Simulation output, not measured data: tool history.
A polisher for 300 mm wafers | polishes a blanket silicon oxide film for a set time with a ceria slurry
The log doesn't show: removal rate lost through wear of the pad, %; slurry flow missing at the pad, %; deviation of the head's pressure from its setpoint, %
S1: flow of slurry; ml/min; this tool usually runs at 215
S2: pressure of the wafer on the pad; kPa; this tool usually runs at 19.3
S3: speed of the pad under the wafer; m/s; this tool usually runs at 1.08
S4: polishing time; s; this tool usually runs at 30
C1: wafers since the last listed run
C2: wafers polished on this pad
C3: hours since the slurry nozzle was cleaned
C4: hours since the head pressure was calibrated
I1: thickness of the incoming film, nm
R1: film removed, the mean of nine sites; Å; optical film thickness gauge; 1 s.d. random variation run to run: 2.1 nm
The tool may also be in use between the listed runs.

run	hour	S1	S2	S3	S4	C1	C2	C3	C4	I1	R1
1	0	215	19.3	1.08	30	0	1957	12.1	752.8	1236.3	1380
2	53.1	215	19.3	1.08	30	546	2504	65.2	805.9	1250.5	1370
3	156.8	215	19.3	1.08	30	1066	3571	168.9	909.6	1262	1341
4	245.3	215	19.3	1.08	30	910	4481	257.4	998.1	1249	1339
5	289.2	215	19.3	1.08	30	451	4933	301.3	1042	1250.9	1335
# hour 334.2: worn pad replaced by a new one
6	351.9	215	19.3	1.08	30	603	182	364	1104.7	1272	1468
7	444.6	215	19.3	1.08	30	953	1136	456.7	1197.4	1271.3	1383
8	481.8	235	19.3	1.08	30	382	1518	493.9	1234.6	1234.3	1388
9	523.1	235	19.3	1.08	30	424	1943	535.2	1275.9	1257.1	1388
# hour 545.5: slurry nozzle cleaned
10	605.4	235	19.3	1.08	27	836	2780	59.9	1358.2	1257.7	1246
# hour 667.3: head pressure recalibrated
11	667.8	235	19.3	1.08	27	621	3401	122.3	0.5	1237.5	1201
12	731.2	215	19.3	1.08	30	652	4054	185.7	63.9	1222.1	1301
13	785.4	215	19.3	1.08	30	557	4611	239.9	118.1	1236.4	1283
# hour 828.4: worn pad replaced by a new one
14	828.9	215	19.3	1.08	30	406	5	283.4	161.6	1273.3	1491
15	891	215	19.3	1.08	30	638	644	345.5	223.7	1235	1448
16	927.1	215	19.3	1.08	30	371	1015	381.6	259.8	1231.1	1414
17	994.6	215	19.3	1.38	25	694	1710	449.1	327.3	1247.1	1457
# hour 1062.1: slurry nozzle cleaned
18	1086.1	215	19.3	1.08	30	931	2641	24	418.8	1249.9	1330
19	1134.3	215	19.3	1.08	30	495	3137	72.2	467	1268.7	1341
20	1213.3	170	19.3	1.42	25	812	3950	151.2	546	1236.3	1426
21	1262.5	215	19.3	0.78	30	506	4456	200.4	595.2	1256.4	970
# hour 1287.4: worn pad replaced by a new one
22	1304.1	215	19.3	1.08	30	386	171	242	636.8	1245.3	1426
23	1342.1	170	19.3	1.42	25	390	562	280	674.8	1250.2	1516
24	1397.5	215	19.3	1.24	30	570	1132	335.4	730.2	1250.5	1567
25	1453.6	235	19.3	1.08	30	577	1709	391.5	786.3	1264	1368
26	1514.7	215	19.3	1.18	27	628	2338	452.6	847.4	1243.2	1286
27	1597.5	215	19.3	1.08	22	851	3190	535.4	930.2	1245.8	975
# hour 1630.2: slurry nozzle cleaned
28	1713.4	215	19.3	1.08	30	1182	4372	83.2	1046.1	1230.3	1280
# hour 1791.6: worn pad replaced by a new one
29	1807.3	215	19.3	1.08	30	925	161	177.1	1140	1267.2	1449
30	1855.5	215	22.1	1.08	23	495	657	225.3	1188.2	1253.7	1237
# hour 1892.6: head pressure recalibrated
31	1963.4	190	19.3	1.08	20	1089	1747	333.2	70.8	1254.7	886
32	2049.7	255	19.3	0.8	36	887	2635	419.5	157.1	1255.1	1213
33	2103.2	185	19.3	1.08	39	550	3185	473	210.6	1251.9	1749
34	2163.3	170	22.1	0.78	26	618	3804	533.1	270.7	1266	906
# hour 2212.8: slurry nozzle cleaned
35	2250.8	215	24.1	1.08	26	890	4694	38	358.2	1228	1460
36	2316.6	215	19.3	1.08	30	677	5371	103.8	424	1233.4	1333

Alternative continuations, all from the tool just after run 36; predict every row:
A	2317	215	19.3	1.08	30	4	5375	104.2	424.4	1262.9	?
B	2317	255	19.3	0.82	30	4	5375	104.2	424.4	1262.9	?
C	2317	270	13.1	1.2	30	4	5375	104.2	424.4	1262.9	?
D	2317	250	21.4	1.18	25	4	5375	104.2	424.4	1262.9	?
E	2317	245	19.3	0.78	30	4	5375	104.2	424.4	1262.9	?

run	R1
A	1299
B	1007
C	1006
D	1334
E	954
With no hidden state in the tool, these same runs would have given:
run	R1
A	1493
B	1157
C	1157
D	1533
E	1096
